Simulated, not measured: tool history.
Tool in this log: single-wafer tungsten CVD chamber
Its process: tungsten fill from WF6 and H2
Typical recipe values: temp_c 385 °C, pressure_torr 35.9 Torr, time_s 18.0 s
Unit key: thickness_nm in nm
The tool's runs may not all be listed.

run     day  temp_c  pressure_torr  time_s  wafers since the last listed run  hours since the last thermocouple change  hours since the last manometer calibration  hours since the showerhead was replaced  hours since the gauge calibration  read-back reference wafer on the same gauge, thickness_nm  thickness_nm
  1   0.000     385           35.9    18.0                                 0                                    2244.7                                      2611.3                                   2526.2                              166.9                                                     38.736        40.869
  2   0.758     385           35.9    18.0                               649                                    2262.9                                      2629.5                                   2544.4                              185.1                                                     38.695        41.059
  3   1.538     385           30.7    18.0                               667                                    2281.6                                      2648.2                                   2563.1                              203.8                                                     38.683        39.207
  4   2.950     385           30.7    18.0                              1209                                    2315.5                                      2682.1                                   2597.0                              237.7                                                     38.707        39.044
  5   4.233     385           30.7    18.0                              1099                                    2346.3                                      2712.9                                   2627.8                              268.5                                                     38.723        39.057
  6   4.754     385           35.9    18.0                               446                                    2358.8                                      2725.4                                   2640.3                              281.0                                                     38.699        40.801
  7   6.212     385           35.9    18.0                              1249                                    2393.8                                      2760.4                                   2675.3                              316.0                                                     38.694        41.180
  8   7.079     385           35.9    18.0                               742                                    2414.6                                      2781.2                                   2696.1                              336.8                                                     38.677        40.991
  9   7.671     385           41.1    18.0                               506                                    2428.8                                      2795.4                                   2710.3                              351.0                                                     38.677        42.861
 10   9.162     385           41.1    18.0                              1277                                    2464.6                                      2831.2                                   2746.1                              386.8                                                     38.611        42.788
 11  10.396     385           35.9    18.0                              1056                                    2494.2                                      2860.8                                   2775.7                              416.4                                                     38.741        41.107

What will run 12 give?
     10.838  -- capacitance manometer re-zeroed and calibrated
 12  11.792     390           35.9    21.5                               910                                    2527.7                                        22.9                                   2809.2                              449.9                                                          ?             ?

Run 12 gave read-back reference wafer on the same gauge, thickness_nm 38.759, thickness_nm 53.908 nm.
Minus the tool's unlogged condition, the same run would have read thickness_nm 53.908 nm.
